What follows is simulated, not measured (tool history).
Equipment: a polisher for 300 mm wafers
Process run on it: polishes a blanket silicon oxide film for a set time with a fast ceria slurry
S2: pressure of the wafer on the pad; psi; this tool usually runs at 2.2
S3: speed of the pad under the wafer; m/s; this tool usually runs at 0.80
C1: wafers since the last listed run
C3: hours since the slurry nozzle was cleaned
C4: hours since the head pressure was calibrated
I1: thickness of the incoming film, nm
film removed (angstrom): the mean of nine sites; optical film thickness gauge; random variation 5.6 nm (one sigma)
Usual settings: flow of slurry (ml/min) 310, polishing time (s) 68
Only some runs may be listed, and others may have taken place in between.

{"run": 1, "hour": 0.0, "flow of slurry (ml/min)": 310, "S2": 2.2, "S3": 0.8, "polishing time (s)": 68, "C1": 0, "wafers polished on this pad": 1982, "C3": 304.4, "C4": 103.9, "I1": 3338.0, "film removed (angstrom)": 7184}
{"run": 2, "hour": 30.3, "flow of slurry (ml/min)": 310, "S2": 2.0, "S3": 0.8, "polishing time (s)": 68, "C1": 282, "wafers polished on this pad": 2264, "C3": 334.7, "C4": 134.2, "I1": 3368.0, "film removed (angstrom)": 6415}
{"run": 3, "hour": 92.3, "flow of slurry (ml/min)": 310, "S2": 2.0, "S3": 0.8, "polishing time (s)": 68, "C1": 578, "wafers polished on this pad": 2843, "C3": 396.7, "C4": 196.2, "I1": 3343.7, "film removed (angstrom)": 6352}
{"hour": 122.7, "done": "slurry nozzle cleaned"}
{"run": 4, "hour": 149.9, "flow of slurry (ml/min)": 310, "S2": 2.2, "S3": 0.8, "polishing time (s)": 68, "C1": 528, "wafers polished on this pad": 3371, "C3": 27.2, "C4": 253.8, "I1": 3290.2, "film removed (angstrom)": 6820}
{"run": 5, "hour": 179.7, "flow of slurry (ml/min)": 310, "S2": 2.2, "S3": 0.8, "polishing time (s)": 68, "C1": 278, "wafers polished on this pad": 3649, "C3": 57.0, "C4": 283.6, "I1": 3341.6, "film removed (angstrom)": 6797}
{"hour": 211.5, "done": "worn pad replaced by a new one"}
{"run": 6, "hour": 233.3, "flow of slurry (ml/min)": 385, "S2": 2.2, "S3": 0.8, "polishing time (s)": 68, "C1": 462, "wafers polished on this pad": 203, "C3": 110.6, "C4": 337.2, "I1": 3381.6, "film removed (angstrom)": 7210}
{"hour": 255.8, "done": "head pressure recalibrated"}
{"run": 7, "hour": 278.4, "flow of slurry (ml/min)": 385, "S2": 2.2, "S3": 0.8, "polishing time (s)": 68, "C1": 402, "wafers polished on this pad": 605, "C3": 155.7, "C4": 22.6, "I1": 3320.0, "film removed (angstrom)": 7511}
{"run": 8, "hour": 308.5, "flow of slurry (ml/min)": 385, "S2": 2.2, "S3": 0.8, "polishing time (s)": 68, "C1": 280, "wafers polished on this pad": 886, "C3": 185.8, "C4": 52.7, "I1": 3346.8, "film removed (angstrom)": 7395}
{"run": 9, "hour": 346.0, "flow of slurry (ml/min)": 310, "S2": 2.5, "S3": 0.8, "polishing time (s)": 68, "C1": 349, "wafers polished on this pad": 1236, "C3": 223.3, "C4": 90.2, "I1": 3403.0, "film removed (angstrom)": 8047}
{"run": 10, "hour": 374.3, "flow of slurry (ml/min)": 360, "S2": 2.2, "S3": 0.8, "polishing time (s)": 51, "C1": 264, "wafers polished on this pad": 1500, "C3": 251.6, "C4": 118.5, "I1": 3375.2, "film removed (angstrom)": 5324}
{"run": 11, "hour": 433.1, "flow of slurry (ml/min)": 360, "S2": 2.2, "S3": 0.8, "polishing time (s)": 51, "C1": 548, "wafers polished on this pad": 2049, "C3": 310.4, "C4": 177.3, "I1": 3318.0, "film removed (angstrom)": 5261}
{"hour": 444.4, "done": "slurry nozzle cleaned"}
{"run": 12, "hour": 476.5, "flow of slurry (ml/min)": 380, "S2": 2.2, "S3": 0.7, "polishing time (s)": 68, "C1": 395, "wafers polished on this pad": 2445, "C3": 32.1, "C4": 220.7, "I1": 3361.0, "film removed (angstrom)": 6182}
{"run": 13, "hour": 506.4, "flow of slurry (ml/min)": 380, "S2": 2.2, "S3": 0.7, "polishing time (s)": 68, "C1": 278, "wafers polished on this pad": 2724, "C3": 62.0, "C4": 250.6, "I1": 3361.6, "film removed (angstrom)": 6177}
{"run": 14, "hour": 537.5, "flow of slurry (ml/min)": 275, "S2": 2.2, "S3": 0.88, "polishing time (s)": 68, "C1": 290, "wafers polished on this pad": 3014, "C3": 93.1, "C4": 281.7, "I1": 3313.4, "film removed (angstrom)": 7154}
{"run": 15, "hour": 583.7, "flow of slurry (ml/min)": 275, "S2": 2.2, "S3": 0.88, "polishing time (s)": 68, "C1": 431, "wafers polished on this pad": 3445, "C3": 139.3, "C4": 327.9, "I1": 3348.6, "film removed (angstrom)": 7005}
{"run": 16, "hour": 628.8, "flow of slurry (ml/min)": 275, "S2": 2.2, "S3": 0.88, "polishing time (s)": 68, "C1": 420, "wafers polished on this pad": 3866, "C3": 184.4, "C4": 373.0, "I1": 3382.2, "film removed (angstrom)": 6922}
{"hour": 638.6, "done": "worn pad replaced by a new one"}
{"hour": 655.8, "done": "head pressure recalibrated"}
{"run": 17, "hour": 682.9, "flow of slurry (ml/min)": 310, "S2": 2.2, "S3": 0.72, "polishing time (s)": 77, "C1": 448, "wafers polished on this pad": 394, "C3": 238.5, "C4": 27.1, "I1": 3372.4, "film removed (angstrom)": 7755}
{"run": 18, "hour": 752.0, "flow of slurry (ml/min)": 370, "S2": 1.6, "S3": 0.8, "polishing time (s)": 76, "C1": 644, "wafers polished on this pad": 1039, "C3": 307.6, "C4": 96.2, "I1": 3407.5, "film removed (angstrom)": 5970}

What does the tool deliver on the next run?
{"run": 19, "hour": 814.4, "flow of slurry (ml/min)": 200, "S2": 2.2, "S3": 0.8, "polishing time (s)": 68, "C1": 582, "wafers polished on this pad": 1621, "C3": 370.0, "C4": 158.6, "I1": 3312.5, "film removed (angstrom)": "?"}

film removed (angstrom): 6700
On a tool with no hidden condition, and with the same random variation, this run would have come out at film removed (angstrom) 7273.

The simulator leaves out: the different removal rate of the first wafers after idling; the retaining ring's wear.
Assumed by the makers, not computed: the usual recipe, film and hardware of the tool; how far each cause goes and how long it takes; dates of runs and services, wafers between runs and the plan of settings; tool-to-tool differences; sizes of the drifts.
